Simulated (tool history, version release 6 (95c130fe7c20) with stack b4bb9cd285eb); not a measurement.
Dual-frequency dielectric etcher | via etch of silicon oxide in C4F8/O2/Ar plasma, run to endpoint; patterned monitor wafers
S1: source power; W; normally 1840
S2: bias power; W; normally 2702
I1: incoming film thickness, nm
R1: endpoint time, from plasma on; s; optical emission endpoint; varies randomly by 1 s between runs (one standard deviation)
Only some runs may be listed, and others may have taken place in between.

run     day    S1    S2      I1     R1
  1   0.000  1840  2702  1531.0  327.0
  2   0.638  1840  2702  1539.3  328.6
  3   2.129  1840  2702  1539.7  330.3
      4.204  -- wet clean of the chamber
  4   4.225  1840  2702  1540.4  319.6
  5   5.442  1840  2702  1536.8  319.9
  6   6.092  1840  2702  1544.5  320.7
      7.158  -- bias power generator calibrated
  7   7.575  1840  2702  1540.0  322.0
  8   8.838  1620  2909  1539.0  329.7
     10.546  -- upper electrode replaced
  9  10.567  1570  2702  1541.6  348.2
 10  10.583  1840  2702  1537.1  323.3
 11  11.846  1840  2702  1541.7  325.0
 12  12.483  1840  2702  1531.8  322.6
 13  13.862  1840  2702  1533.6  322.7
 14  14.971  1510  2439  1536.8  373.6
     15.862  -- source power generator calibrated
 15  16.362  1960  2496  1527.6  327.2
 16  17.608  1840  2294  1550.0  357.6
 17  18.421  1840  2702  1537.4  327.5
 18  19.108  1610  2702  1537.3  346.8
 19  20.025  1840  2702  1532.9  326.4
     21.096  -- wet clean of the chamber
 20  21.246  1380  2248  1535.8  405.1
 21  22.396  2210  3139  1532.8  274.4
 22  23.721  1840  2702  1540.0  324.2
 23  24.546  1840  2702  1527.2  319.7
 24  25.950  1840  2702  1554.4  326.5
 25  26.529  1530  2046  1520.6  404.9
 26  27.404  1530  2046  1533.2  405.0
 27  27.992  2270  3187  1529.5  270.9
 28  28.629  1520  3302  1529.4  319.8
 29  29.208  1510  2484  1519.8  367.5
 30  30.325  1840  2702  1529.0  324.0
 31  31.200  1840  2702  1526.6  326.1
 32  32.629  2070  2498  1535.1  322.2
 33  33.175  2190  3271  1523.5  276.5
 34  34.288  1840  2702  1539.8  330.3
 35  35.733  2290  3188  1523.4  273.2
     37.217  -- wet clean of the chamber
 36  39.021  2070  3359  1522.9  271.5

Results per run with the tool's hidden condition removed, run-to-run variation unchanged:
Hidden state present: etch rate over this chamber's usual, %; source power that arrives over what is set, %; bias power that arrives over what is set, %.
run     R1
  1  318.7
  2  319.9
  3  320.9
  4  320.2
  5  319.9
  6  320.3
  7  320.9
  8  327.9
  9  345.5
 10  320.7
 11  321.8
 12  319.1
 13  318.5
 14  368.1
 15  321.7
 16  350.8
 17  320.9
 18  339.5
 19  319.1
 20  403.3
 21  272.7
 22  321.5
 23  316.6
 24  322.7
 25  399.8
 26  399.3
 27  266.9
 28  314.7
 29  361.3
 30  318.0
 31  319.7
 32  315.1
 33  270.1
 34  322.2
 35  265.8
 36  270.5
